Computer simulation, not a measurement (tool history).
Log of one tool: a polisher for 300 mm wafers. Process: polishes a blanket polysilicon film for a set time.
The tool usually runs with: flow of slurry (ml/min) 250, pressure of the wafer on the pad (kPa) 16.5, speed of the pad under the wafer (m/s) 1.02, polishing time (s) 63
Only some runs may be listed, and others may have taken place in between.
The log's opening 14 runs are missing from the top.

run	hour	flow of slurry (ml/min)	pressure of the wafer on the pad (kPa)	speed of the pad under the wafer (m/s)	polishing time (s)	incoming thickness of the incoming film, nm	film removed (angstrom)
15	161.5	250	16.5	1.02	63	1973.4	4311
# hour 171.4: worn pad replaced by a new one
16	178.1	250	16.5	1.02	63	1956.0	4752
# hour 195.5: head pressure recalibrated
17	196.0	250	16.5	1.02	63	1997.8	4540
18	202.3	250	16.5	1.02	54	1973.9	3844
19	209.1	250	16.5	1.02	43	1985.2	3103
20	229.1	180	19.3	1.24	84	1961.7	7931
21	238.1	250	16.5	1.02	63	2007.7	4283
22	254.8	295	19.3	1.02	79	1980.1	6036
# hour 264.9: worn pad replaced by a new one, of another model than before
23	282.0	250	16.5	1.14	63	2008.2	4958
24	297.9	205	16.5	0.88	79	2007.4	5325
25	306.9	210	21.4	1.02	44	2011.4	3682
# hour 311.0: slurry nozzle cleaned
26	314.5	320	16.5	0.76	63	2021.3	3859
27	325.0	175	22.1	1.18	75	1937.1	6822
28	340.8	250	16.5	1.02	63	1965.8	4198
29	353.0	250	16.5	1.02	83	1997.2	5517
30	367.1	325	15.2	1.02	47	1940.9	2942
# hour 374.6: worn pad replaced by a new one
31	376.8	165	21.4	1.02	84	1954.8	7436
32	407.2	250	16.5	1.14	53	1975.9	4040
33	414.7	195	16.5	1.24	63	1995.9	4989
34	429.8	185	16.5	1.02	47	1981.8	3331
35	444.0	315	16.5	1.02	44	2007.8	3075
36	450.3	225	16.5	0.68	73	1943.1	4027
37	461.7	250	16.5	1.02	63	1955.9	4240

Below are 4 alternative next runs, each starting from the tool's condition after run 37. Predict each:
A	462.1	250	16.5	1.02	63	1958.3	?
B	462.1	185	16.5	1.02	63	1958.3	?
C	462.1	335	16.5	1.22	79	1958.3	?
D	462.1	250	16.5	0.74	54	1958.3	?

run	film removed (angstrom)
A	4257
B	4218
C	5984
D	3088
What these runs would have given with no unlogged condition in the tool:
run	film removed (angstrom)
A	4780
B	4737
C	6719
D	3468
